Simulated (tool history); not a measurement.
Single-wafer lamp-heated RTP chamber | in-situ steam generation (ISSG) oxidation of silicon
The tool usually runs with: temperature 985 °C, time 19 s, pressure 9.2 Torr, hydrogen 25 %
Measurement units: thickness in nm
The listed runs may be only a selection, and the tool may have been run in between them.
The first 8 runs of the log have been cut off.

| run | day | temperature | time | pressure | hydrogen | read-back reference wafer on the same gauge, thickness | thickness |
|---|---|---|---|---|---|---|---|
| 9 | 21.821 | 985 | 19 | 9.7 | 25 | 4.829 | 4.951 |
| 10 | 26.088 | 997 | 19 | 9.2 | 25 | 4.832 | 5.264 |
| 11 | 28.533 | 997 | 19 | 9.2 | 25 | 4.83 | 5.267 |
|  | 30.538 | pyrometer window cleaned and pyrometer calibrated |
| 12 | 31.279 | 997 | 19 | 9.2 | 25 | 4.83 | 5.204 |
| 13 | 35.321 | 995 | 17 | 9.2 | 25 | 4.83 | 4.931 |
| 14 | 36.908 | 995 | 17 | 9.2 | 25 | 4.83 | 4.928 |
| 15 | 40.775 | 995 | 17 | 9.2 | 25 | 4.83 | 4.951 |
|  | 42.025 | gauge calibrated |
| 16 | 44.383 | 985 | 25 | 8.1 | 25 | 4.831 | 5.717 |
| 17 | 46.229 | 985 | 15 | 9.2 | 25 | 4.829 | 4.525 |
|  | 48.346 | pyrometer window cleaned and pyrometer calibrated |
| 18 | 50.367 | 985 | 19 | 9.2 | 25 | 4.831 | 4.988 |
| 19 | 53.625 | 975 | 19 | 9.2 | 30 | 4.829 | 5.015 |
| 20 | 55.625 | 985 | 19 | 9.2 | 25 | 4.831 | 4.984 |
|  | 57.225 | hydrogen flow controller replaced |
| 21 | 59.696 | 968 | 12 | 8 | 17 | 4.831 | 3.567 |
| 22 | 61.946 | 978 | 19 | 9.9 | 30 | 4.829 | 4.961 |
|  | 64.362 | pressure gauge zeroed |
| 23 | 65.738 | 985 | 19 | 9.2 | 25 | 4.83 | 4.972 |
| 24 | 67.904 | 994 | 12 | 9.2 | 22 | 4.83 | 4.102 |
|  | 69.25 | pyrometer window cleaned and pyrometer calibrated |
| 25 | 69.754 | 985 | 19 | 9.2 | 25 | 4.831 | 4.932 |
| 26 | 72.229 | 973 | 22 | 8.6 | 22 | 4.831 | 4.916 |
| 27 | 83.667 | 980 | 23 | 8.3 | 18 | 4.831 | 4.974 |
|  | 84.942 | pyrometer window cleaned and pyrometer calibrated |
| 28 | 86.146 | 985 | 19 | 9.2 | 25 | 4.829 | 4.955 |
| 29 | 88.996 | 1000 | 19 | 9.2 | 25 | 4.83 | 5.235 |
| 30 | 91.704 | 980 | 19 | 9.7 | 25 | 4.829 | 4.817 |

Below are 4 alternative next runs, each starting from the tool's condition after run 30. Predict each:
| A | 91.725 | 985 | 19 | 9.2 | 25 | ? | ? |
| B | 91.725 | 972 | 19 | 9.2 | 25 | ? | ? |
| C | 91.725 | 968 | 19 | 8.2 | 21 | ? | ? |
| D | 91.725 | 977 | 19 | 8.7 | 31 | ? | ? |

| run | read-back reference wafer on the same gauge, thickness | thickness |
|---|---|---|
| A | 4.83 | 4.962 |
| B | 4.83 | 4.739 |
| C | 4.83 | 4.537 |
| D | 4.83 | 5.12 |
Without the tool's hidden state the same runs would have given:
| run | thickness |
|---|---|
| A | 4.926 |
| B | 4.706 |
| C | 4.505 |
| D | 5.083 |
